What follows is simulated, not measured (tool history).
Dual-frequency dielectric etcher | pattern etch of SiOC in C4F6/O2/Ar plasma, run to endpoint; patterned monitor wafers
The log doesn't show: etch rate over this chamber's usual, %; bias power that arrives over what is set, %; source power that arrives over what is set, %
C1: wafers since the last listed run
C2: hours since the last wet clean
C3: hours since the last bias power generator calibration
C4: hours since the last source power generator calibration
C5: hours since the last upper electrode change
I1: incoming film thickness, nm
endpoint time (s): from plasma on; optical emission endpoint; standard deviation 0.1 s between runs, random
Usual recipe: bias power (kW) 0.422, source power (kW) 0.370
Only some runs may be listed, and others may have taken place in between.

Run 1, hour 0.0: usual settings; C1 0; C2 524.4; C3 4081.3; C4 4765.5; C5 2225.6; I1 52.6. Result: endpoint time (s) 22.9.
Run 2, hour 20.2: usual settings; C1 241; C2 544.6; C3 4101.5; C4 4785.7; C5 2245.8; I1 53.0. Result: endpoint time (s) 23.1.
Run 3, hour 44.9: usual settings; C1 295; C2 569.3; C3 4126.2; C4 4810.4; C5 2270.5; I1 52.6. Result: endpoint time (s) 23.1.
At hour 70.1: wet clean of the chamber.
Run 4, hour 74.2: usual settings but bias power (kW) 0.454; C1 63; C2 4.1; C3 4155.5; C4 4839.7; C5 2299.8; I1 52.1. Result: endpoint time (s) 21.0.
Run 5, hour 97.5: usual settings; C1 278; C2 27.4; C3 4178.8; C4 4863.0; C5 2323.1; I1 52.7. Result: endpoint time (s) 21.7.
Run 6, hour 113.2: usual settings; C1 187; C2 43.1; C3 4194.5; C4 4878.7; C5 2338.8; I1 52.5. Result: endpoint time (s) 21.6.
Run 7, hour 129.0: usual settings; C1 188; C2 58.9; C3 4210.3; C4 4894.5; C5 2354.6; I1 52.5. Result: endpoint time (s) 21.5.
Run 8, hour 161.9: usual settings; C1 393; C2 91.8; C3 4243.2; C4 4927.4; C5 2387.5; I1 52.4. Result: endpoint time (s) 21.7.
Run 9, hour 187.5: usual settings; C1 306; C2 117.4; C3 4268.8; C4 4953.0; C5 2413.1; I1 52.5. Result: endpoint time (s) 21.7.
At hour 215.1: upper electrode replaced.
Run 10, hour 223.2: usual settings; C1 139; C2 153.1; C3 4304.5; C4 4988.7; C5 8.1; I1 52.9. Result: endpoint time (s) 21.9.
Run 11, hour 237.2: usual settings; C1 167; C2 167.1; C3 4318.5; C4 5002.7; C5 22.1; I1 52.0. Result: endpoint time (s) 21.8.
At hour 253.7: source power generator calibrated.
Run 12, hour 264.3: usual settings; C1 276; C2 194.2; C3 4345.6; C4 10.6; C5 49.2; I1 52.8. Result: endpoint time (s) 22.1.
Run 13, hour 293.2: usual settings; C1 345; C2 223.1; C3 4374.5; C4 39.5; C5 78.1; I1 52.6. Result: endpoint time (s) 22.0.
Run 14, hour 307.2: usual settings; C1 167; C2 237.1; C3 4388.5; C4 53.5; C5 92.1; I1 52.4. Result: endpoint time (s) 22.0.
Run 15, hour 328.9: usual settings but bias power (kW) 0.482, source power (kW) 0.320; C1 259; C2 258.8; C3 4410.2; C4 75.2; C5 113.8; I1 52.6. Result: endpoint time (s) 21.9.
Run 16, hour 361.6: usual settings but bias power (kW) 0.371, source power (kW) 0.320; C1 391; C2 291.5; C3 4442.9; C4 107.9; C5 146.5; I1 52.8. Result: endpoint time (s) 24.3.
Run 17, hour 375.6: usual settings but bias power (kW) 0.478, source power (kW) 0.450; C1 167; C2 305.5; C3 4456.9; C4 121.9; C5 160.5; I1 52.7. Result: endpoint time (s) 20.0.
Run 18, hour 395.2: usual settings; C1 234; C2 325.1; C3 4476.5; C4 141.5; C5 180.1; I1 53.2. Result: endpoint time (s) 22.4.
Run 19, hour 418.9: usual settings but bias power (kW) 0.369, source power (kW) 0.280; C1 283; C2 348.8; C3 4500.2; C4 165.2; C5 203.8; I1 52.9. Result: endpoint time (s) 25.6.
Run 20, hour 442.1: usual settings but bias power (kW) 0.521, source power (kW) 0.340; C1 277; C2 372.0; C3 4523.4; C4 188.4; C5 227.0; I1 52.3. Result: endpoint time (s) 21.1.
At hour 464.2: bias power generator calibrated.
Run 21, hour 464.7: usual settings but bias power (kW) 0.339, source power (kW) 0.400; C1 222; C2 394.6; C3 0.5; C4 211.0; C5 249.6; I1 52.8. Result: endpoint time (s) 23.9.
At hour 512.9: wet clean of the chamber.
Run 22, hour 513.4: usual settings; C1 295; C2 0.5; C3 49.2; C4 259.7; C5 298.3; I1 53.1. Result: endpoint time (s) 22.1.
Run 23, hour 521.0: usual settings but bias power (kW) 0.369, source power (kW) 0.280; C1 90; C2 8.1; C3 56.8; C4 267.3; C5 305.9; I1 52.2. Result: endpoint time (s) 25.2.
Run 24, hour 581.7: usual settings but bias power (kW) 0.361, source power (kW) 0.400; C1 726; C2 68.8; C3 117.5; C4 328.0; C5 366.6; I1 52.9. Result: endpoint time (s) 23.0.
Run 25, hour 607.8: usual settings but bias power (kW) 0.323, source power (kW) 0.330; C1 312; C2 94.9; C3 143.6; C4 354.1; C5 392.7; I1 52.5. Result: endpoint time (s) 25.2.
Run 26, hour 630.0: usual settings but bias power (kW) 0.486, source power (kW) 0.420; C1 265; C2 117.1; C3 165.8; C4 376.3; C5 414.9; I1 52.9. Result: endpoint time (s) 20.2.
Run 27, hour 655.9: usual settings but bias power (kW) 0.521, source power (kW) 0.310; C1 309; C2 143.0; C3 191.7; C4 402.2; C5 440.8; I1 53.2. Result: endpoint time (s) 21.8.

Hidden state, per run?
bias power that arrives over what is set, %: 0 across all the runs
source power that arrives over what is set, %: 0 across all the runs
H1: etch rate over this chamber's usual, %
run      H1
  1   -5.14
  2   -5.32
  3   -5.54
  4     0.8
  5   0.594
  6   0.455
  7   0.315
  8  0.0229
  9  -0.204
 10  -0.521
 11  -0.645
 12  -0.885
 13   -1.14
 14   -1.27
 15   -1.46
 16   -1.75
 17   -1.87
 18   -2.05
 19   -2.26
 20   -2.46
 21   -2.66
 22  -0.661
 23  -0.729
 24   -1.27
 25    -1.5
 26   -1.69
 27   -1.92
